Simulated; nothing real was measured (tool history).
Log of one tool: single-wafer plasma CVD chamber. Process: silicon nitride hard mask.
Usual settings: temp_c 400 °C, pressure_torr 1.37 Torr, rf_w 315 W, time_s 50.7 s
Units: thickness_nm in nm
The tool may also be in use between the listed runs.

run,day,temp_c,pressure_torr,rf_w,time_s,wafers since the last listed run,hours since the last thermocouple change,hours since the last RF generator calibration,hours since the last manometer calibration,hours since the showerhead was replaced,hours since the gauge calibration,"read-back reference wafer on the same gauge, thickness_nm",thickness_nm
1,0.000,392,1.37,315,50.7,0,1022.3,879.8,3089.5,5596.1,238.2,62.111,56.414
2,0.317,392,1.37,315,50.7,89,1029.9,887.4,3097.1,5603.7,245.8,62.120,56.277
3,0.775,392,1.37,315,50.7,130,1040.9,898.4,3108.1,5614.7,256.8,62.111,56.249
4,1.212,400,1.37,315,50.7,124,1051.4,908.9,3118.6,5625.2,267.3,62.119,55.993
5,1.554,400,1.12,315,52.8,97,1059.6,917.1,3126.8,5633.4,275.5,62.120,54.391
6,1.854,404,1.37,315,50.7,85,1066.8,924.3,3134.0,5640.6,282.7,62.081,56.020
# day 2.275: RF generator calibrated
7,2.417,404,1.37,315,50.7,65,1080.3,3.4,3147.5,5654.1,296.2,62.089,57.452
8,2.696,404,1.37,315,50.7,79,1087.0,10.1,3154.2,5660.8,302.9,62.086,57.424
# day 3.312: showerhead replaced
# day 3.471: thermocouple changed; heater temperature recalibrated
9,3.492,400,1.37,315,50.7,86,0.5,29.2,3173.3,4.3,322.0,62.096,57.427
# day 3.850: gauge calibrated
10,4.667,400,1.48,315,50.7,333,28.7,57.4,3201.5,32.5,19.6,62.109,58.987
11,5.350,390,1.66,265,60.4,194,45.1,73.8,3217.9,48.9,36.0,62.108,64.017
12,5.783,386,1.16,355,50.7,123,55.5,84.2,3228.3,59.3,46.4,62.100,59.252
13,6.254,400,1.37,315,50.7,133,66.8,95.5,3239.6,70.6,57.7,62.088,57.592
14,6.671,392,1.37,375,43.4,118,76.8,105.5,3249.6,80.6,67.7,62.090,55.742
15,7.225,400,1.37,315,50.7,157,90.1,118.8,3262.9,93.9,81.0,62.112,57.383
16,7.629,396,1.24,345,48.0,114,99.8,128.5,3272.6,103.6,90.7,62.090,56.320
17,8.017,400,1.13,265,42.6,110,109.1,137.8,3281.9,112.9,100.0,62.110,39.550
# day 8.600: capacitance manometer re-zeroed and calibrated
18,9.104,400,1.37,345,50.7,214,135.2,163.9,12.1,139.0,126.1,62.100,61.345
19,9.396,407,1.37,315,50.7,82,142.2,170.9,19.1,146.0,133.1,62.081,57.254
20,9.967,385,1.48,315,43.5,162,155.9,184.6,32.8,159.7,146.8,62.086,50.860
21,10.388,414,1.37,315,54.2,119,166.0,194.7,42.9,169.8,156.9,62.129,61.056
22,10.862,411,1.48,365,57.2,134,177.4,206.1,54.3,181.2,168.3,62.084,73.364
23,11.325,400,1.37,315,42.9,131,188.5,217.2,65.4,192.3,179.4,62.121,48.629
24,11.883,387,1.37,315,50.7,158,201.9,230.6,78.8,205.7,192.8,62.106,57.730
25,13.458,400,1.37,315,50.7,447,239.7,268.4,116.6,243.5,230.6,62.068,57.350
26,14.075,400,1.37,315,50.7,175,254.5,283.2,131.4,258.3,245.4,62.084,57.550
27,14.796,400,1.37,315,50.7,204,271.8,300.5,148.7,275.6,262.7,62.110,57.427
# day 14.808: gauge calibrated
28,15.146,404,1.37,345,53.2,99,280.2,308.9,157.1,284.0,8.1,62.089,63.998
29,15.667,394,1.16,285,47.8,147,292.7,321.4,169.6,296.5,20.6,62.085,47.454

What the log doesn't show, run by run:
wafer temperature above the value expected at the setpoint (K): 0 in every run
true pressure above the setpoint (%): 0 in every run
gauge reads high (%): 0 in every run
H1: delivered RF power above the setpoint (%)
run,H1
1,-3.34
2,-3.39
3,-3.46
4,-3.54
5,-3.6
6,-3.65
7,-0.0734
8,-0.0737
9,-0.0766
10,-0.0861
11,-0.0945
12,-0.101
13,-0.109
14,-0.117
15,-0.128
16,-0.137
17,-0.147
18,-0.178
19,-0.187
20,-0.206
21,-0.22
22,-0.238
23,-0.256
24,-0.28
25,-0.353
26,-0.385
27,-0.424
28,-0.444
29,-0.474
